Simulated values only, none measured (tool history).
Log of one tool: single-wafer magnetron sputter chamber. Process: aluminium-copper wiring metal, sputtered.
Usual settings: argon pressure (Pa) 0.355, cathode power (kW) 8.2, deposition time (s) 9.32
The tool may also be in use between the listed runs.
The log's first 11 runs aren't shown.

run    hour  argon pressure (Pa)  cathode power (kW)  deposition time (s)  read-back reference wafer on the same gauge, thickness_nm  mean film thickness on the monitor wafer (nm)
 12   740.5                0.355                 8.2                 9.32                                                    157.907                                        142.746
        785  -- gauge calibrated
 13   791.8                0.355                 8.2                 9.32                                                    158.045                                        143.696
 14   894.2                0.355                 8.2                 9.93                                                     157.96                                         152.41
 15   953.8                0.398                 7.7                 10.7                                                    157.963                                        151.436
 16   992.1                0.355                 8.8                 9.32                                                    157.977                                         153.18
 17    1030                0.355                 7.2                 7.46                                                    157.943                                        100.115
     1062.4  -- magnet pack replaced
     1070.7  -- sputter target and shields replaced
 18    1136                0.355                9.95                 9.32                                                    158.028                                        172.752
 19  1241.7                0.355                 8.2                 9.32                                                    157.834                                        142.267
     1253.5  -- capacitance manometer re-zeroed and calibrated
 20  1320.9                0.355                 8.2                 9.32                                                     157.88                                        144.041
 21  1360.9                0.405                 6.7                10.66                                                    157.817                                        133.436
 22  1412.4                0.408                 9.7                 8.25                                                    158.067                                        148.841
       1505  -- sputter target and shields replaced
 23  1519.8                0.252                 7.2                 9.81                                                     157.92                                        138.262
 24  1563.6                0.281                9.95                10.57                                                    158.056                                        203.065
 25  1662.2                0.355                 8.2                 9.32                                                    158.071                                        143.606
 26  1711.3                 0.26                 7.6                10.91                                                     158.01                                        161.982
 27    1750                0.481                10.1                10.35                                                    157.909                                        188.631
 28  1787.7                0.244                9.15                 7.95                                                    158.051                                        142.952
 29    1867                0.355                6.25                 9.32                                                    157.882                                        109.349
 30  1937.9                0.278                 8.2                 9.94                                                    157.892                                        159.066
     1971.7  -- sputter target and shields replaced
 31  1979.3                0.355                 8.2                 9.32                                                    157.955                                        143.164
 32  2025.1                0.355                 6.3                10.13                                                     158.03                                        120.184
 33  2123.4                 0.31                 8.2                 9.32                                                    158.019                                        146.785

5 ways to go on from here, each from the tool as it stands after run 33. What would each give?
  A  2123.8                0.355                 8.2                11.09                                                          ?                                              ?
  B  2123.8                0.454                 8.2                10.72                                                          ?                                              ?
  C  2123.8                0.426                 9.1                10.44                                                          ?                                              ?
  D  2123.8                0.295                 6.5                 9.32                                                          ?                                              ?
  E  2123.8                0.355                6.45                 8.57                                                          ?                                              ?

run  read-back reference wafer on the same gauge, thickness_nm  mean film thickness on the monitor wafer (nm)
  A                                                    157.992                                        169.836
  B                                                    157.992                                        158.341
  C                                                    157.992                                         172.88
  D                                                    157.992                                        115.674
  E                                                    157.992                                        103.235
Without the tool's hidden state the same runs would have given:
run  mean film thickness on the monitor wafer (nm)
  A                                        171.798
  B                                        160.479
  C                                        175.119
  D                                         116.87
  E                                        104.427

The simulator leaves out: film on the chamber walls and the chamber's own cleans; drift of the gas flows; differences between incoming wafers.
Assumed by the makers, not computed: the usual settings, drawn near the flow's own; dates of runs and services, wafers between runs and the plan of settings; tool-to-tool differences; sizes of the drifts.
